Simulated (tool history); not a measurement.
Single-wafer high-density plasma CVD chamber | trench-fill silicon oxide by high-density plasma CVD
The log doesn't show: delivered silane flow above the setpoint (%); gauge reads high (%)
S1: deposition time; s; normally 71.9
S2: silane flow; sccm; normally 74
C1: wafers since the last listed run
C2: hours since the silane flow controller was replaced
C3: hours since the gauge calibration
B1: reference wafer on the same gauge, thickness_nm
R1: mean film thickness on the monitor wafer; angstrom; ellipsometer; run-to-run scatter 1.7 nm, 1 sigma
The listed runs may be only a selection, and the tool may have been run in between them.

Run 1, hour 0: usual settings but S1 65.3 s, S2 64 sccm; C1 0; C2 3789.8; C3 40.6; B1 466.027. Result: R1 4237.55 angstrom.
Run 2, hour 21.7: usual settings but S1 65.3 s, S2 64 sccm; C1 402; C2 3811.5; C3 62.3; B1 465.95. Result: R1 4216.96 angstrom.
Run 3, hour 43.3: usual settings but S1 65.3 s, S2 64 sccm; C1 400; C2 3833.1; C3 83.9; B1 466.085. Result: R1 4242.38 angstrom.
Run 4, hour 72.7: usual settings; C1 545; C2 3862.5; C3 113.3; B1 466.193. Result: R1 5397.86 angstrom.
Run 5, hour 102.4: usual settings but S1 63.2 s; C1 550; C2 3892.2; C3 143; B1 465.766. Result: R1 4730.7 angstrom.
Run 6, hour 120.3: usual settings but S1 63.2 s; C1 331; C2 3910.1; C3 160.9; B1 465.924. Result: R1 4729.48 angstrom.
Run 7, hour 138.8: usual settings but S2 85 sccm; C1 343; C2 3928.6; C3 179.4; B1 465.954. Result: R1 6152.11 angstrom.
Run 8, hour 167.3: usual settings but S2 85 sccm; C1 528; C2 3957.1; C3 207.9; B1 465.968. Result: R1 6192.16 angstrom.
Run 9, hour 196: usual settings; C1 532; C2 3985.8; C3 236.6; B1 465.882. Result: R1 5407.41 angstrom.
Run 10, hour 222.8: usual settings; C1 496; C2 4012.6; C3 263.4; B1 465.915. Result: R1 5376.79 angstrom.
Run 11, hour 250.3: usual settings but S1 81.4 s, S2 80 sccm; C1 509; C2 4040.1; C3 290.9; B1 466.231. Result: R1 6579.94 angstrom.
Run 12, hour 280.4: usual settings; C1 558; C2 4070.2; C3 321; B1 466.054. Result: R1 5404.15 angstrom.
Run 13, hour 311.9: usual settings; C1 584; C2 4101.7; C3 352.5; B1 465.951. Result: R1 5396.35 angstrom.
Run 14, hour 334.6: usual settings but S1 65.8 s; C1 420; C2 4124.4; C3 375.2; B1 466.459. Result: R1 4914.49 angstrom.
Run 15, hour 352: usual settings; C1 322; C2 4141.8; C3 392.6; B1 466.134. Result: R1 5400.94 angstrom.
Run 16, hour 377: usual settings but S2 71 sccm; C1 463; C2 4166.8; C3 417.6; B1 466.14. Result: R1 5169.93 angstrom.
Run 17, hour 458.1: usual settings but S1 66.6 s, S2 84 sccm; C1 1503; C2 4247.9; C3 498.7; B1 466.001. Result: R1 5672.18 angstrom.
Run 18, hour 481.4: usual settings but S1 66.6 s, S2 84 sccm; C1 432; C2 4271.2; C3 522; B1 465.916. Result: R1 5702.76 angstrom.
Run 19, hour 516.1: usual settings but S1 66.6 s, S2 84 sccm; C1 643; C2 4305.9; C3 556.7; B1 466.255. Result: R1 5671.17 angstrom.
Run 20, hour 529.6: usual settings but S1 63.7 s, S2 79 sccm; C1 250; C2 4319.4; C3 570.2; B1 465.93. Result: R1 5117.46 angstrom.
Run 21, hour 619.5: usual settings but S1 64.3 s; C1 1666; C2 4409.3; C3 660.1; B1 465.932. Result: R1 4807.32 angstrom.
At hour 643.6: silane flow controller replaced.
Run 22, hour 644.1: usual settings but S1 67.6 s, S2 80 sccm; C1 307; C2 0.5; C3 684.7; B1 466.032. Result: R1 5835.66 angstrom.
Run 23, hour 729.7: usual settings but S1 76.2 s, S2 69 sccm; C1 1587; C2 86.1; C3 770.3; B1 465.919. Result: R1 5654.35 angstrom.
Run 24, hour 755.5: usual settings; C1 478; C2 111.9; C3 796.1; B1 466.15. Result: R1 5722.22 angstrom.
Run 25, hour 791.1: usual settings but S2 61 sccm; C1 660; C2 147.5; C3 831.7; B1 465.793. Result: R1 4704.75 angstrom.
Run 26, hour 813.9: usual settings but S1 85.3 s, S2 82 sccm; C1 422; C2 170.3; C3 854.5; B1 465.597. Result: R1 7538.1 angstrom.
At hour 821.7: gauge calibrated.
Run 27, hour 843.6: usual settings but S1 63.2 s; C1 550; C2 200; C3 21.9; B1 466.209. Result: R1 5024.58 angstrom.
Run 28, hour 878.8: usual settings but S1 76.2 s, S2 69 sccm; C1 652; C2 235.2; C3 57.1; B1 465.978. Result: R1 5625.04 angstrom.
Run 29, hour 894.2: usual settings but S1 66.6 s, S2 84 sccm; C1 285; C2 250.6; C3 72.5; B1 466.09. Result: R1 6000.67 angstrom.
Run 30, hour 912.2: usual settings but S1 65.7 s; C1 333; C2 268.6; C3 90.5; B1 466.122. Result: R1 5225.57 angstrom.
Run 31, hour 940.9: usual settings but S1 57.9 s, S2 85 sccm; C1 532; C2 297.3; C3 119.2; B1 466.145. Result: R1 5243.71 angstrom.
Run 32, hour 976.6: usual settings but S1 78.8 s, S2 83 sccm; C1 661; C2 333; C3 154.9; B1 465.86. Result: R1 6943.02 angstrom.
Run 33, hour 1006.8: usual settings but S1 63 s, S2 85 sccm; C1 559; C2 363.2; C3 185.1; B1 465.612. Result: R1 5687.96 angstrom.
Run 34, hour 1038.4: usual settings but S1 66.7 s; C1 585; C2 394.8; C3 216.7; B1 466.326. Result: R1 5278.45 angstrom.
Run 35, hour 1070.8: usual settings but S1 65.7 s; C1 600; C2 427.2; C3 249.1; B1 465.912. Result: R1 5180.43 angstrom.
Run 36, hour 1086: usual settings but S1 65 s; C1 281; C2 442.4; C3 264.3; B1 466.198. Result: R1 5133.26 angstrom.
Run 37, hour 1098.4: usual settings; C1 229; C2 454.8; C3 276.7; B1 466.174. Result: R1 5668.91 angstrom.
Run 38, hour 1121.7: usual settings but S1 76 s, S2 61 sccm; C1 432; C2 478.1; C3 300; B1 465.91. Result: R1 4928.71 angstrom.
Run 39, hour 1139.3: usual settings but S1 67.6 s, S2 88 sccm; C1 326; C2 495.7; C3 317.6; B1 466.401. Result: R1 6341.47 angstrom.

Here are 4 independent what-if runs from the current tool condition. What would each one return?
Run A, hour 1139.7: usual settings but S2 87 sccm; C1 7; C2 496.1; C3 318; B1 ?. Result: R1 ?.
Run B, hour 1139.7: usual settings but S1 78.8 s, S2 78 sccm; C1 7; C2 496.1; C3 318; B1 ?. Result: R1 ?.
Run C, hour 1139.7: usual settings but S1 84.8 s; C1 7; C2 496.1; C3 318; B1 ?. Result: R1 ?.
Run D, hour 1139.7: usual settings but S1 78.9 s; C1 7; C2 496.1; C3 318; B1 ?. Result: R1 ?.

run       B1       R1
  A  466.149  6628.77
  B  466.149  6513.36
  C  466.149  6649.85
  D  466.149  6187.19
Stripped of hidden state, with their random variation kept, the same runs would have yielded:
run       R1
  A  6738.68
  B  6621.37
  C  6760.12
  D  6289.78

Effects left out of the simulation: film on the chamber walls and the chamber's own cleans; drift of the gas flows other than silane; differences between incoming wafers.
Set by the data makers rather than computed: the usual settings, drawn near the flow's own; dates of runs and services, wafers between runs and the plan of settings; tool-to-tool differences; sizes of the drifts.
